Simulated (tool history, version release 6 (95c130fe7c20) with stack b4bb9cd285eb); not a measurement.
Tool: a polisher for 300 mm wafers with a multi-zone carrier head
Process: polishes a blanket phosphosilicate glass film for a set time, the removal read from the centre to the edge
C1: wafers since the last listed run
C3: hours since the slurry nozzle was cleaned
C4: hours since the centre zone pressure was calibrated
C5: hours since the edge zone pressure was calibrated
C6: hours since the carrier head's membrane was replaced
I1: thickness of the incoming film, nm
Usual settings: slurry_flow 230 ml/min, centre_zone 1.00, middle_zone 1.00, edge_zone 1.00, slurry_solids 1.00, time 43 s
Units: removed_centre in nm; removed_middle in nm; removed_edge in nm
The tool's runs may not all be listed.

Run 1, hour 0.0: usual settings but middle_zone 0.96, time 39 s; C1 0; wafers polished on this pad 1174; C3 730.2; C4 479.8; C5 854.7; C6 1762.5; I1 4477.9. Result: removed_centre 309.1 nm, removed_middle 310.8 nm, removed_edge 320.7 nm.
Run 2, hour 27.2: usual settings but middle_zone 0.96, time 39 s; C1 326; wafers polished on this pad 1500; C3 757.4; C4 507.0; C5 881.9; C6 1789.7; I1 4537.6. Result: removed_centre 313.1 nm, removed_middle 305.3 nm, removed_edge 316.8 nm.
At hour 43.8: slurry nozzle cleaned.
At hour 47.3: worn pad replaced by a new one.
Run 3, hour 52.4: usual settings but middle_zone 0.96, time 39 s; C1 248; wafers polished on this pad 61; C3 8.6; C4 532.2; C5 907.1; C6 1814.9; I1 4491.7. Result: removed_centre 346.2 nm, removed_middle 331.3 nm, removed_edge 346.3 nm.
Run 4, hour 71.9: usual settings; C1 233; wafers polished on this pad 295; C3 28.1; C4 551.7; C5 926.6; C6 1834.4; I1 4468.5. Result: removed_centre 373.7 nm, removed_middle 372.6 nm, removed_edge 377.5 nm.
Run 5, hour 87.0: usual settings; C1 181; wafers polished on this pad 476; C3 43.2; C4 566.8; C5 941.7; C6 1849.5; I1 4580.6. Result: removed_centre 376.9 nm, removed_middle 377.4 nm, removed_edge 375.2 nm.
At hour 98.9: carrier head's membrane replaced by a new one.
Run 6, hour 111.4: usual settings but edge_zone 0.97, slurry_solids 1.10; C1 232; wafers polished on this pad 708; C3 67.6; C4 591.2; C5 966.1; C6 12.5; I1 4528.9. Result: removed_centre 393.5 nm, removed_middle 381.4 nm, removed_edge 388.0 nm.
At hour 120.9: centre zone pressure recalibrated.
Run 7, hour 167.5: usual settings; C1 648; wafers polished on this pad 1357; C3 123.7; C4 46.6; C5 1022.2; C6 68.6; I1 4489.9. Result: removed_centre 367.0 nm, removed_middle 371.3 nm, removed_edge 370.2 nm.
At hour 195.6: worn pad replaced by a new one.
Run 8, hour 199.6: usual settings but slurry_flow 250 ml/min; C1 336; wafers polished on this pad 48; C3 155.8; C4 78.7; C5 1054.3; C6 100.7; I1 4531.6. Result: removed_centre 372.8 nm, removed_middle 367.3 nm, removed_edge 367.6 nm.
Run 9, hour 217.7: usual settings; C1 216; wafers polished on this pad 265; C3 173.9; C4 96.8; C5 1072.4; C6 118.8; I1 4553.0. Result: removed_centre 362.6 nm, removed_middle 357.0 nm, removed_edge 370.6 nm.
Run 10, hour 267.6: usual settings but edge_zone 1.11, slurry_solids 1.15; C1 598; wafers polished on this pad 863; C3 223.8; C4 146.7; C5 1122.3; C6 168.7; I1 4549.2. Result: removed_centre 389.4 nm, removed_middle 389.1 nm, removed_edge 408.9 nm.
Run 11, hour 297.7: usual settings; C1 360; wafers polished on this pad 1224; C3 253.9; C4 176.8; C5 1152.4; C6 198.8; I1 4574.3. Result: removed_centre 359.6 nm, removed_middle 352.8 nm, removed_edge 367.9 nm.
Run 12, hour 312.8: usual settings; C1 181; wafers polished on this pad 1405; C3 269.0; C4 191.9; C5 1167.5; C6 213.9; I1 4508.1. Result: removed_centre 361.7 nm, removed_middle 354.1 nm, removed_edge 378.8 nm.
Run 13, hour 326.5: usual settings; C1 164; wafers polished on this pad 1569; C3 282.7; C4 205.6; C5 1181.2; C6 227.6; I1 4560.2. Result: removed_centre 359.8 nm, removed_middle 366.2 nm, removed_edge 365.5 nm.
At hour 334.3: edge zone pressure recalibrated.
Run 14, hour 342.3: usual settings; C1 165; wafers polished on this pad 1735; C3 298.5; C4 221.4; C5 8.0; C6 243.4; I1 4484.3. Result: removed_centre 352.4 nm, removed_middle 358.4 nm, removed_edge 359.7 nm.
At hour 364.3: worn pad replaced by a new one.
Run 15, hour 377.2: usual settings but centre_zone 1.12, time 37 s; C1 370; wafers polished on this pad 154; C3 333.4; C4 256.3; C5 42.9; C6 278.3; I1 4510.5. Result: removed_centre 338.4 nm, removed_middle 306.3 nm, removed_edge 316.3 nm.
Run 16, hour 411.6: usual settings but slurry_flow 290 ml/min, middle_zone 0.94; C1 412; wafers polished on this pad 567; C3 367.8; C4 290.7; C5 77.3; C6 312.7; I1 4495.6. Result: removed_centre 368.1 nm, removed_middle 348.3 nm, removed_edge 370.9 nm.
Run 17, hour 429.1: usual settings but slurry_flow 255 ml/min, time 29 s; C1 209; wafers polished on this pad 777; C3 385.3; C4 308.2; C5 94.8; C6 330.2; I1 4519.3. Result: removed_centre 238.9 nm, removed_middle 244.6 nm, removed_edge 250.9 nm.
Run 18, hour 442.3: usual settings but middle_zone 1.04, edge_zone 0.94, slurry_solids 1.25, time 35 s; C1 158; wafers polished on this pad 935; C3 398.5; C4 321.4; C5 108.0; C6 343.4; I1 4491.1. Result: removed_centre 306.9 nm, removed_middle 317.3 nm, removed_edge 320.3 nm.
Run 19, hour 471.9: usual settings but time 53 s; C1 354; wafers polished on this pad 1290; C3 428.1; C4 351.0; C5 137.6; C6 373.0; I1 4493.3. Result: removed_centre 435.9 nm, removed_middle 426.9 nm, removed_edge 447.7 nm.
Run 20, hour 495.2: usual settings but edge_zone 1.07; C1 279; wafers polished on this pad 1569; C3 451.4; C4 374.3; C5 160.9; C6 396.3; I1 4500.1. Result: removed_centre 347.9 nm, removed_middle 356.6 nm, removed_edge 375.7 nm.
At hour 517.7: worn pad replaced by a new one.
Run 21, hour 518.2: usual settings but edge_zone 0.92, slurry_solids 0.75; C1 227; wafers polished on this pad 5; C3 474.4; C4 397.3; C5 183.9; C6 419.3; I1 4479.6. Result: removed_centre 302.4 nm, removed_middle 312.1 nm, removed_edge 309.0 nm.

Forecast each of these 4 alternatives for the next run:
Run A, hour 518.6: usual settings; C1 4; wafers polished on this pad 10; C3 474.8; C4 397.7; C5 184.3; C6 419.7; I1 4510.1. Result: removed_centre ?, removed_middle ?, removed_edge ?.
Run B, hour 518.6: usual settings but centre_zone 1.04, slurry_solids 0.80; C1 4; wafers polished on this pad 10; C3 474.8; C4 397.7; C5 184.3; C6 419.7; I1 4510.1. Result: removed_centre ?, removed_middle ?, removed_edge ?.
Run C, hour 518.6: usual settings but middle_zone 1.05; C1 4; wafers polished on this pad 10; C3 474.8; C4 397.7; C5 184.3; C6 419.7; I1 4510.1. Result: removed_centre ?, removed_middle ?, removed_edge ?.
Run D, hour 518.6: usual settings but slurry_flow 305 ml/min, edge_zone 1.04; C1 4; wafers polished on this pad 10; C3 474.8; C4 397.7; C5 184.3; C6 419.7; I1 4510.1. Result: removed_centre ?, removed_middle ?, removed_edge ?.

run  removed_centre  removed_middle  removed_edge
  A           348.5           344.4         363.6
  B           329.9           313.3         330.8
  C           348.7           358.9         363.4
  D           369.8           362.8         384.8
Without the tool's hidden state the same runs would have given:
run  removed_centre  removed_middle  removed_edge
  A           385.2           376.3         387.8
  B           364.6           342.3         352.8
  C           385.3           392.2         387.5
  D           398.7           388.1         404.6
